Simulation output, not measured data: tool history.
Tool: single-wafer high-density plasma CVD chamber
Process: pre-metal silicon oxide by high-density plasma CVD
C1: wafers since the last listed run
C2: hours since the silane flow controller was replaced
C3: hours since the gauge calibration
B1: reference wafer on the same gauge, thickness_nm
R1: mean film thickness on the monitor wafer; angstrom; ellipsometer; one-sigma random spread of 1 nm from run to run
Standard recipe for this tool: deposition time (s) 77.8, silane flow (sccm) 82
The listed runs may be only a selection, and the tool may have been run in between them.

Run 1, day 0.000: usual settings but silane flow (sccm) 86; C1 0; C2 4930.9; C3 156.9; B1 769.172. Result: R1 7383.79 angstrom.
Run 2, day 2.779: usual settings; C1 977; C2 4997.6; C3 223.6; B1 768.912. Result: R1 7037.34 angstrom.
Run 3, day 5.450: usual settings but silane flow (sccm) 93; C1 939; C2 5061.7; C3 287.7; B1 768.825. Result: R1 8015.37 angstrom.
Run 4, day 6.942: usual settings but silane flow (sccm) 93; C1 524; C2 5097.5; C3 323.5; B1 768.953. Result: R1 8001.91 angstrom.
Run 5, day 10.567: usual settings but silane flow (sccm) 74; C1 1275; C2 5184.5; C3 410.5; B1 768.747. Result: R1 6406.85 angstrom.
Run 6, day 12.442: usual settings but deposition time (s) 66.2; C1 659; C2 5229.5; C3 455.5; B1 768.752. Result: R1 6029.66 angstrom.
At day 12.638: gauge calibrated.
Run 7, day 13.654: usual settings but deposition time (s) 66.2; C1 426; C2 5258.6; C3 24.4; B1 768.892. Result: R1 6029.77 angstrom.
Run 8, day 15.183: usual settings; C1 537; C2 5295.3; C3 61.1; B1 768.838. Result: R1 7100.47 angstrom.
At day 17.721: silane flow controller replaced.
Run 9, day 17.758: usual settings; C1 788; C2 0.9; C3 122.9; B1 769.151. Result: R1 6599.96 angstrom.
Run 10, day 19.354: usual settings but deposition time (s) 87.9, silane flow (sccm) 90; C1 561; C2 39.2; C3 161.2; B1 768.932. Result: R1 8190.36 angstrom.
Run 11, day 20.379: usual settings but deposition time (s) 71.3; C1 360; C2 63.8; C3 185.8; B1 768.943. Result: R1 6047.57 angstrom.
Run 12, day 22.762: usual settings but deposition time (s) 90.5, silane flow (sccm) 77; C1 838; C2 121.0; C3 243.0; B1 769.244. Result: R1 7185.26 angstrom.
Run 13, day 23.958: usual settings but deposition time (s) 63.5, silane flow (sccm) 87; C1 420; C2 149.7; C3 271.7; B1 769.073. Result: R1 5696.27 angstrom.
Run 14, day 25.183: usual settings but deposition time (s) 84.0, silane flow (sccm) 66; C1 430; C2 179.1; C3 301.1; B1 768.975. Result: R1 5721.81 angstrom.

5 ways to go on from here, each from the tool as it stands after run 14. What would each give?
Run A, day 25.200: usual settings but deposition time (s) 91.6; C1 5; C2 179.5; C3 301.5; B1 ?. Result: R1 ?.
Run B, day 25.200: usual settings but deposition time (s) 86.5, silane flow (sccm) 71; C1 5; C2 179.5; C3 301.5; B1 ?. Result: R1 ?.
Run C, day 25.200: usual settings but deposition time (s) 82.2, silane flow (sccm) 93; C1 5; C2 179.5; C3 301.5; B1 ?. Result: R1 ?.
Run D, day 25.200: usual settings but silane flow (sccm) 89; C1 5; C2 179.5; C3 301.5; B1 ?. Result: R1 ?.
Run E, day 25.200: usual settings but deposition time (s) 91.4, silane flow (sccm) 91; C1 5; C2 179.5; C3 301.5; B1 ?. Result: R1 ?.

run       B1       R1
  A  769.090  7745.83
  B  769.090  6333.35
  C  769.090  7883.40
  D  769.090  7140.50
  E  769.090  8577.22
What these runs would have given with no unlogged condition in the tool:
run       R1
  A  7807.90
  B  6384.09
  C  7946.57
  D  7197.71
  E  8645.94
